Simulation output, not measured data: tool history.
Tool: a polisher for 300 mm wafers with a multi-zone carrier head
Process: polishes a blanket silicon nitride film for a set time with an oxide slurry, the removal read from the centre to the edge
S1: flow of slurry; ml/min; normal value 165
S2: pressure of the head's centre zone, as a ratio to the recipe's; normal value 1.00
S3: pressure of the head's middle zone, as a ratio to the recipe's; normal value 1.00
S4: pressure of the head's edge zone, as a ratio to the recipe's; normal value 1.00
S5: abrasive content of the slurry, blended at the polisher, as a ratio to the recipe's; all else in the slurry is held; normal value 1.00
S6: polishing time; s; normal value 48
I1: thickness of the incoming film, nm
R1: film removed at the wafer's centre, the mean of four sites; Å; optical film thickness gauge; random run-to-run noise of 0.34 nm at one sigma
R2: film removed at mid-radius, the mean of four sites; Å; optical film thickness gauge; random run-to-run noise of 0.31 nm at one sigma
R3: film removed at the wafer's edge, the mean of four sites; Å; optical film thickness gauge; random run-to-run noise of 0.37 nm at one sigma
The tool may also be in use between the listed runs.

run 1 hour=0.0 | S1=165 S2=1.00 S3=1.00 S4=1.00 S5=1.00 S6=57 | I1=460.4 | R1=434 R2=433 R3=433
-- hour=11.6 centre zone pressure recalibrated
run 2 hour=59.8 | S1=165 S2=0.93 S3=1.00 S4=0.92 S5=1.00 S6=48 | I1=457.3 | R1=341 R2=364 R3=348
run 3 hour=84.9 | S1=165 S2=1.00 S3=1.00 S4=1.00 S5=1.00 S6=48 | I1=468.0 | R1=360 R2=365 R3=363
-- hour=122.6 edge zone pressure recalibrated
run 4 hour=148.3 | S1=165 S2=1.08 S3=0.94 S4=1.00 S5=1.00 S6=48 | I1=459.4 | R1=388 R2=343 R3=352
run 5 hour=208.3 | S1=165 S2=1.00 S3=1.00 S4=1.00 S5=1.00 S6=48 | I1=462.4 | R1=358 R2=357 R3=346
run 6 hour=238.2 | S1=120 S2=1.00 S3=1.00 S4=1.09 S5=1.00 S6=48 | I1=459.5 | R1=324 R2=324 R3=342
run 7 hour=292.6 | S1=165 S2=1.00 S3=1.00 S4=1.00 S5=1.00 S6=48 | I1=454.5 | R1=345 R2=341 R3=347
-- hour=331.4 worn pad replaced by a new one
run 8 hour=354.9 | S1=165 S2=1.00 S3=1.00 S4=1.00 S5=1.00 S6=48 | I1=461.6 | R1=366 R2=372 R3=370
run 9 hour=396.7 | S1=185 S2=0.89 S3=1.07 S4=1.00 S5=1.00 S6=31 | I1=455.1 | R1=222 R2=262 R3=244
-- hour=449.9 slurry nozzle cleaned
run 10 hour=461.8 | S1=165 S2=1.00 S3=1.00 S4=1.00 S5=1.25 S6=41 | I1=464.5 | R1=346 R2=340 R3=339
run 11 hour=530.2 | S1=165 S2=1.00 S3=1.04 S4=1.00 S5=1.00 S6=48 | I1=457.9 | R1=372 R2=375 R3=364
run 12 hour=585.9 | S1=215 S2=0.89 S3=1.00 S4=1.00 S5=1.20 S6=48 | I1=458.2 | R1=360 R2=407 R3=401
run 13 hour=617.9 | S1=205 S2=1.00 S3=1.05 S4=1.00 S5=1.00 S6=48 | I1=460.7 | R1=372 R2=389 R3=367
run 14 hour=647.3 | S1=165 S2=1.00 S3=1.00 S4=1.00 S5=1.00 S6=48 | I1=450.5 | R1=367 R2=361 R3=366
-- hour=673.5 edge zone pressure recalibrated
run 15 hour=685.8 | S1=165 S2=1.00 S3=1.00 S4=1.00 S5=1.25 S6=33 | I1=464.5 | R1=269 R2=264 R3=269
-- hour=714.8 centre zone pressure recalibrated
run 16 hour=744.5 | S1=220 S2=1.10 S3=1.00 S4=1.00 S5=1.00 S6=48 | I1=451.7 | R1=404 R2=367 R3=364
run 17 hour=780.4 | S1=115 S2=1.00 S3=1.07 S4=1.00 S5=1.10 S6=48 | I1=460.7 | R1=327 R2=349 R3=335
-- hour=811.3 worn pad replaced by a new one
run 18 hour=837.1 | S1=165 S2=1.00 S3=0.92 S4=1.00 S5=1.00 S6=48 | I1=460.9 | R1=378 R2=348 R3=364
-- hour=874.1 carrier head's membrane replaced by a new one
run 19 hour=908.8 | S1=165 S2=1.00 S3=1.00 S4=1.00 S5=1.00 S6=48 | I1=453.2 | R1=364 R2=370 R3=372
run 20 hour=946.4 | S1=165 S2=1.00 S3=1.00 S4=0.94 S5=1.00 S6=48 | I1=457.9 | R1=375 R2=375 R3=359
-- hour=990.3 slurry nozzle cleaned
run 21 hour=1013.1 | S1=165 S2=0.91 S3=1.00 S4=0.90 S5=1.00 S6=63 | I1=457.5 | R1=443 R2=478 R3=458
run 22 hour=1060.0 | S1=125 S2=1.05 S3=1.00 S4=1.00 S5=1.20 S6=57 | I1=453.7 | R1=453 R2=432 R3=434

Forecast each of these 3 alternatives for the next run:
run A hour=1060.4 | S1=105 S2=1.00 S3=1.00 S4=1.00 S5=1.00 S6=48 | I1=455.4 | R1=? R2=? R3=?
run B hour=1060.4 | S1=165 S2=1.00 S3=1.11 S4=1.00 S5=1.10 S6=48 | I1=455.4 | R1=? R2=? R3=?
run C hour=1060.4 | S1=165 S2=1.06 S3=0.95 S4=0.90 S5=1.00 S6=48 | I1=455.4 | R1=? R2=? R3=?

run=A R1=319 R2=323 R3=340
run=B R1=376 R2=409 R3=381
run=C R1=385 R2=348 R3=355
Without the tool's hidden state the same runs would have given:
run=A R1=327 R2=331 R3=348
run=B R1=386 R2=419 R3=391
run=C R1=394 R2=356 R3=364

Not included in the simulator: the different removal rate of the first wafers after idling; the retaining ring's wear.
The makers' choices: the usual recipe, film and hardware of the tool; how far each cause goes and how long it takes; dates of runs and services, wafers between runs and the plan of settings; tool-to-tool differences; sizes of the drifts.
